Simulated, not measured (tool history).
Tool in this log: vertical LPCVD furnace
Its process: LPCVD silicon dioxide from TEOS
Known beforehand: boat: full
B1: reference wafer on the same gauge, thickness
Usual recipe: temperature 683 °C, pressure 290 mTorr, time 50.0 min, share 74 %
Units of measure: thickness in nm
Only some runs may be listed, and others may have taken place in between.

{"run": 1, "day": 0.0, "temperature": 683, "pressure": 290, "time": 50.0, "share": 74, "B1": 243.99, "thickness": 240.06}
{"run": 2, "day": 0.888, "temperature": 683, "pressure": 290, "time": 50.0, "share": 74, "B1": 243.98, "thickness": 239.79}
{"run": 3, "day": 1.812, "temperature": 683, "pressure": 290, "time": 50.0, "share": 74, "B1": 243.94, "thickness": 239.56}
{"run": 4, "day": 2.892, "temperature": 683, "pressure": 290, "time": 50.0, "share": 74, "B1": 244.03, "thickness": 240.15}
{"run": 5, "day": 3.667, "temperature": 683, "pressure": 290, "time": 50.0, "share": 74, "B1": 243.98, "thickness": 239.33}
{"run": 6, "day": 4.458, "temperature": 683, "pressure": 290, "time": 50.0, "share": 77, "B1": 243.98, "thickness": 244.75}
{"run": 7, "day": 5.288, "temperature": 683, "pressure": 290, "time": 50.0, "share": 77, "B1": 243.98, "thickness": 245.61}
{"run": 8, "day": 6.771, "temperature": 683, "pressure": 290, "time": 50.0, "share": 74, "B1": 243.97, "thickness": 240.35}
{"run": 9, "day": 7.571, "temperature": 683, "pressure": 290, "time": 50.0, "share": 74, "B1": 243.99, "thickness": 240.54}
{"run": 10, "day": 8.654, "temperature": 683, "pressure": 290, "time": 50.0, "share": 74, "B1": 244.01, "thickness": 240.24}
{"day": 9.983, "done": "TEOS flow controller replaced"}
{"run": 11, "day": 10.004, "temperature": 683, "pressure": 290, "time": 50.0, "share": 74, "B1": 244.01, "thickness": 240.49}
{"run": 12, "day": 10.971, "temperature": 683, "pressure": 290, "time": 50.0, "share": 74, "B1": 244.05, "thickness": 240.93}
{"day": 12.85, "done": "thermocouples replaced and temperature profile calibrated"}
{"run": 13, "day": 12.871, "temperature": 677, "pressure": 290, "time": 50.0, "share": 74, "B1": 243.97, "thickness": 195.93}
{"run": 14, "day": 13.2, "temperature": 683, "pressure": 255, "time": 60.0, "share": 74, "B1": 243.97, "thickness": 254.7}
{"run": 15, "day": 14.671, "temperature": 683, "pressure": 310, "time": 50.0, "share": 74, "B1": 243.93, "thickness": 235.37}
{"day": 15.604, "done": "gauge calibrated"}
{"run": 16, "day": 15.967, "temperature": 683, "pressure": 355, "time": 68.0, "share": 74, "B1": 244.03, "thickness": 345.32}
{"run": 17, "day": 17.429, "temperature": 683, "pressure": 290, "time": 50.0, "share": 74, "B1": 244.03, "thickness": 228.12}
{"run": 18, "day": 19.354, "temperature": 683, "pressure": 255, "time": 44.0, "share": 81, "B1": 243.97, "thickness": 197.21}
{"day": 21.492, "done": "pressure gauge zeroed"}
{"run": 19, "day": 21.512, "temperature": 683, "pressure": 310, "time": 40.5, "share": 84, "B1": 243.99, "thickness": 210.86}
{"run": 20, "day": 21.8, "temperature": 683, "pressure": 330, "time": 67.5, "share": 68, "B1": 244.08, "thickness": 325.92}
{"run": 21, "day": 22.579, "temperature": 683, "pressure": 290, "time": 50.0, "share": 74, "B1": 243.95, "thickness": 236.92}
{"run": 22, "day": 23.271, "temperature": 692, "pressure": 290, "time": 50.0, "share": 74, "B1": 243.96, "thickness": 292.35}
{"run": 23, "day": 24.642, "temperature": 683, "pressure": 290, "time": 50.0, "share": 74, "B1": 244.08, "thickness": 237.09}
{"run": 24, "day": 25.35, "temperature": 683, "pressure": 265, "time": 34.5, "share": 81, "B1": 244.03, "thickness": 163.58}
{"run": 25, "day": 25.892, "temperature": 690, "pressure": 360, "time": 50.0, "share": 74, "B1": 243.97, "thickness": 312.33}
{"run": 26, "day": 26.488, "temperature": 695, "pressure": 310, "time": 50.0, "share": 74, "B1": 244.0, "thickness": 325.63}
{"run": 27, "day": 27.442, "temperature": 678, "pressure": 360, "time": 64.5, "share": 64, "B1": 243.97, "thickness": 280.72}

Consider 3 possible next runs. They are alternatives, not a sequence: every one starts from the tool as it was left by run 27. What does each give?
{"run": "A", "day": 27.654, "temperature": 683, "pressure": 290, "time": 50.0, "share": 82, "B1": "?", "thickness": "?"}
{"run": "B", "day": 27.654, "temperature": 692, "pressure": 290, "time": 50.0, "share": 65, "B1": "?", "thickness": "?"}
{"run": "C", "day": 27.654, "temperature": 683, "pressure": 245, "time": 60.5, "share": 81, "B1": "?", "thickness": "?"}

run=A B1=243.93 thickness=249.19
run=B B1=243.93 thickness=274.91
run=C B1=243.93 thickness=275.30
With the hidden condition removed and each run's random variation left untouched, the same runs would have given:
run=A thickness=243.50
run=B thickness=268.76
run=C thickness=269.15
